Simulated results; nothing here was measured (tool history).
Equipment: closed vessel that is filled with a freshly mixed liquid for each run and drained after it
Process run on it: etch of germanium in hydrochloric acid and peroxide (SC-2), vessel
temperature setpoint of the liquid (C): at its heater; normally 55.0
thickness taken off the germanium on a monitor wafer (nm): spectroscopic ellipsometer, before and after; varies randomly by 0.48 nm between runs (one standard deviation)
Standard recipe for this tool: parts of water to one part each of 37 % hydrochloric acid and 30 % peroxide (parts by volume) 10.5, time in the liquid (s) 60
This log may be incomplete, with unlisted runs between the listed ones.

run	hour	temperature setpoint of the liquid (C)	parts of water to one part each of 37 % hydrochloric acid and 30 % peroxide (parts by volume)	time in the liquid (s)	wafers since the last listed run	hours since the thermometer was replaced	hours since the chemicals flow meter was replaced	hours since the drum of peroxide was connected	hours since the gauge calibration	read-back film thickness of the germanium reference wafer, read on the same gauge (nm)	thickness taken off the germanium on a monitor wafer (nm)
1	0.0	55.0	10.5	45	0	1726.5	686.5	500.3	71.1	80.01	137.42
2	32.0	55.0	10.5	60	2960	1758.5	718.5	532.3	103.1	79.99	182.49
3	50.3	55.0	10.5	60	1693	1776.8	736.8	550.6	121.4	80.00	182.35
4	77.8	55.0	10.5	60	2544	1804.3	764.3	578.1	148.9	80.05	181.18
5	102.2	55.0	13.0	60	2257	1828.7	788.7	602.5	173.3	80.02	176.79
6	118.2	55.0	13.0	60	1480	1844.7	804.7	618.5	189.3	79.98	176.56
7	144.4	55.0	10.5	80	2424	1870.9	830.9	644.7	215.5	80.02	242.37
8	168.5	55.0	10.5	80	2229	1895.0	855.0	668.8	239.6	79.97	241.87
9	189.1	55.0	6.5	60	1905	1915.6	875.6	689.4	260.2	80.02	189.59
10	203.2	55.0	6.5	60	1304	1929.7	889.7	703.5	274.3	80.01	189.70
11	233.2	55.0	10.5	60	2775	1959.7	919.7	733.5	304.3	80.02	180.48
12	268.8	55.0	10.5	60	3293	1995.3	955.3	769.1	339.9	80.02	180.19
13	298.6	55.0	10.5	60	2757	2025.1	985.1	798.9	369.7	80.02	179.80
14	321.6	55.0	15.0	70	2128	2048.1	1008.1	821.9	392.7	80.00	198.33
# hour 343.0: gauge calibrated
# hour 345.5: chemicals flow meter replaced
# hour 360.7: new drum of peroxide connected
# hour 380.9: thermometer replaced
15	381.2	64.0	7.5	70	5236	0.3	35.7	20.5	38.2	79.96	308.03
16	409.2	55.0	10.5	80	2590	28.3	63.7	48.5	66.2	79.94	260.91
17	443.5	55.0	10.5	30	3173	62.6	98.0	82.8	100.5	80.00	97.85
18	475.0	60.0	6.5	60	2914	94.1	129.5	114.3	132.0	80.00	235.97
19	510.2	46.5	14.5	70	3256	129.3	164.7	149.5	167.2	80.03	167.67
20	541.9	63.0	13.0	60	2933	161.0	196.4	181.2	198.9	79.98	239.11
21	569.0	50.0	5.5	90	2507	188.1	223.5	208.3	226.0	79.97	261.45
22	591.4	63.0	10.5	60	2072	210.5	245.9	230.7	248.4	80.04	245.89
23	617.4	52.0	10.5	50	2405	236.5	271.9	256.7	274.4	80.00	147.82
24	646.8	47.5	14.0	50	2720	265.9	301.3	286.1	303.8	79.98	123.41
25	681.2	55.0	10.5	60	3182	300.3	335.7	320.5	338.2	80.00	193.40
26	712.2	64.5	10.5	30	2868	331.3	366.7	351.5	369.2	80.01	128.02
27	744.7	55.0	10.5	60	3007	363.8	399.2	384.0	401.7	80.02	192.37

Below, some changes in thickness taken off the germanium on a monitor wafer (nm) between adjacent runs. For each, the amount present without the hidden state too (settings, incoming material, random variation) and the amount remaining for the hidden state with gauge scatter not shared by both compared results:
Hidden state at play: liquid colder than its thermometer reads (K); chemicals flow below the setpoint (%); peroxide weaker than its label (%); gauge reads high (%).
Run 8 -> 9: parts of water to one part each of 37 % hydrochloric acid and 30 % peroxide (parts by volume) 10.5 -> 6.5, time in the liquid (s) 80 -> 60. thickness taken off the germanium on a monitor wafer (nm) -52.28: hidden state +5.45, all else -57.73.
Run 14 -> 15: temperature setpoint of the liquid (C) 55.0 -> 64.0, parts of water to one part each of 37 % hydrochloric acid and 30 % peroxide (parts by volume) 15.0 -> 7.5, gauge calibrated, chemicals flow meter replaced, new drum of peroxide connected, thermometer replaced. thickness taken off the germanium on a monitor wafer (nm) +109.70: hidden state +19.60, all else +90.10.
Run 16 -> 17: time in the liquid (s) 80 -> 30. thickness taken off the germanium on a monitor wafer (nm) -163.06: hidden state +0.34, all else -163.40.
Run 17 -> 18: temperature setpoint of the liquid (C) 55.0 -> 60.0, parts of water to one part each of 37 % hydrochloric acid and 30 % peroxide (parts by volume) 10.5 -> 6.5, time in the liquid (s) 30 -> 60. thickness taken off the germanium on a monitor wafer (nm) +138.12: hidden state -0.73, all else +138.85.

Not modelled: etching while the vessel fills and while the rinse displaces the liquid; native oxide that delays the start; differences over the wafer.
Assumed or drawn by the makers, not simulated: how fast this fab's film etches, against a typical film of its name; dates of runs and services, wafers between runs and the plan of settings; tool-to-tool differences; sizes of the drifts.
